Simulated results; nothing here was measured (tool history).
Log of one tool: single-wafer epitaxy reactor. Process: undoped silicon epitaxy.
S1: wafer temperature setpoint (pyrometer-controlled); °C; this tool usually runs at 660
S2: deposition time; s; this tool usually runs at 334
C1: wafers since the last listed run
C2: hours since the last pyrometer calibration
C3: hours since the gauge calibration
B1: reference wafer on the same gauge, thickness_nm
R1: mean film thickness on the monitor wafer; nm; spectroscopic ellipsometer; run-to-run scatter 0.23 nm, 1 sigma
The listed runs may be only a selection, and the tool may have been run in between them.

run	day	S1	S2	C1	C2	C3	B1	R1
1	0.000	660	334	0	1167.0	425.7	79.051	70.526
2	1.079	660	334	127	1192.9	451.6	79.012	70.471
3	2.250	660	334	138	1221.0	479.7	79.136	70.790
# day 3.579: gauge calibrated
4	3.733	660	334	175	1256.6	3.7	77.161	69.133
5	5.017	660	334	151	1287.4	34.5	77.508	69.183
6	7.233	660	334	261	1340.6	87.7	77.791	69.340
7	9.492	660	334	266	1394.8	141.9	78.052	69.963
8	12.425	660	334	346	1465.2	212.3	78.238	70.297
9	15.138	660	334	320	1530.3	277.4	78.546	70.247
# day 16.508: pyrometer calibrated
10	17.346	660	334	221	20.1	330.4	78.638	70.353
11	18.783	673	312	169	54.6	364.9	78.538	86.524
12	20.492	645	276	201	95.6	405.9	78.657	42.090
13	21.733	669	279	146	125.4	435.7	78.696	71.138
14	22.917	660	334	139	153.8	464.1	78.771	70.246
# day 23.292: gauge calibrated
15	25.725	660	287	331	221.2	58.4	77.970	59.829
16	30.742	668	268	592	341.6	178.8	78.537	66.921
17	32.192	669	279	171	376.4	213.6	78.740	71.082
18	34.950	654	271	326	442.6	279.8	78.749	49.978
19	36.329	650	269	163	475.7	312.9	78.905	45.835

Predict each of these 4 candidate next runs independently; none follows another, all start after run 19:
A	36.350	648	334	2	476.2	313.4	?	?
B	36.350	654	273	2	476.2	313.4	?	?
C	36.350	668	357	2	476.2	313.4	?	?
D	36.350	649	281	2	476.2	313.4	?	?

run	B1	R1
A	78.873	54.175
B	78.873	50.444
C	78.873	88.828
D	78.873	46.585
With the hidden condition removed and each run's random variation left untouched, the same runs would have given:
run	R1
A	53.076
B	49.420
C	87.027
D	45.640
